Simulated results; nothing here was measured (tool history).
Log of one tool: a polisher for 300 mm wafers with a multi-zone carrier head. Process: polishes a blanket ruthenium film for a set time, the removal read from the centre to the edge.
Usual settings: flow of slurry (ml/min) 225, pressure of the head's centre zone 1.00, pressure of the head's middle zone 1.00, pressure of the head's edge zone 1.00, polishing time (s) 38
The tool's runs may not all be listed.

run	hour	flow of slurry (ml/min)	pressure of the head's centre zone	pressure of the head's middle zone	pressure of the head's edge zone	polishing time (s)	wafers since the last listed run	wafers polished on this pad	hours since the slurry nozzle was cleaned	hours since the centre zone pressure was calibrated	hours since the edge zone pressure was calibrated	hours since the carrier head's membrane was replaced	incoming thickness of the incoming film, nm	film removed at the wafer's centre (Å)	film removed at mid-radius (Å)	film removed at the wafer's edge (Å)
1	0.0	225	1.04	1.04	1.00	38	0	8385	419.6	372.7	267.8	764.5	445.1	577	608	582
# hour 55.0: worn pad replaced by a new one
2	55.5	225	1.04	1.04	1.00	38	884	7	475.1	428.2	323.3	820.0	456.4	580	607	581
3	119.1	225	1.00	0.93	1.00	38	1092	1099	538.7	491.8	386.9	883.6	445.1	563	548	580
4	188.2	225	1.00	1.00	1.00	38	1186	2286	607.8	560.9	456.0	952.7	449.2	553	601	589
# hour 190.4: slurry nozzle cleaned
5	231.2	260	1.00	1.00	1.00	38	721	3007	40.8	603.9	499.0	995.7	446.2	565	617	594
6	288.2	225	1.00	1.11	1.00	33	978	3986	97.8	660.9	556.0	1052.7	453.6	480	562	506
# hour 328.9: carrier head's membrane replaced by a new one
7	351.6	225	1.00	1.00	1.00	38	1002	4989	161.2	724.3	619.4	22.7	450.6	549	594	592
# hour 413.9: edge zone pressure recalibrated
# hour 433.5: centre zone pressure recalibrated
8	434.0	190	0.96	1.00	1.07	49	1346	6335	243.6	0.5	20.1	105.1	447.5	687	743	789
9	496.3	225	1.00	1.00	1.00	38	1069	7405	305.9	62.8	82.4	167.4	449.5	576	603	591
10	600.3	175	0.90	1.00	1.00	38	1785	9191	409.9	166.8	186.4	271.4	445.6	488	555	587
# hour 639.3: worn pad replaced by a new one
11	701.0	225	1.00	0.95	1.00	34	1660	1059	510.6	267.5	287.1	372.1	447.0	507	490	533
12	758.2	225	1.00	1.00	1.00	38	982	2042	567.8	324.7	344.3	429.3	452.3	552	594	588
13	811.2	250	1.00	1.00	1.11	33	910	2952	620.8	377.7	397.3	482.3	455.2	489	515	544
14	872.1	225	1.00	1.00	1.07	49	1045	3998	681.7	438.6	458.2	543.2	449.5	696	752	769
# hour 890.8: slurry nozzle cleaned
15	908.5	260	1.00	1.00	0.92	51	607	4606	17.7	475.0	494.6	579.6	447.3	751	782	781
16	950.7	225	0.92	1.00	1.00	38	724	5330	59.9	517.2	536.8	621.8	448.3	498	586	594
17	1013.2	225	1.00	1.06	0.93	38	1073	6404	122.4	579.7	599.3	684.3	459.5	538	613	566
# hour 1064.6: edge zone pressure recalibrated
18	1080.3	225	1.00	1.05	1.00	38	1117	7522	189.5	646.8	15.7	751.4	453.1	513	624	586
19	1152.5	150	1.05	1.05	1.00	38	1239	8761	261.7	719.0	87.9	823.6	453.2	494	584	553
# hour 1240.6: worn pad replaced by a new one
20	1250.9	225	1.00	0.94	1.00	38	1621	177	360.1	817.4	186.3	922.0	451.7	507	571	583
# hour 1310.5: centre zone pressure recalibrated
21	1312.1	225	1.00	1.00	1.04	38	1016	1193	421.3	1.6	247.5	983.2	444.5	597	587	607

The next listed run, before its measurement:
# hour 1444.9: carrier head's membrane replaced by a new one
# hour 1565.8: slurry nozzle cleaned
22	1629.4	225	1.00	1.05	1.00	38	5345	6539	63.6	318.9	564.8	184.5	443.4	?	?	?

Run 22 gave film removed at the wafer's centre (Å) 583, film removed at mid-radius (Å) 608, film removed at the wafer's edge (Å) 591.
Without the tool's hidden state the same run would have given film removed at the wafer's centre (Å) 599, film removed at mid-radius (Å) 608, film removed at the wafer's edge (Å) 591.
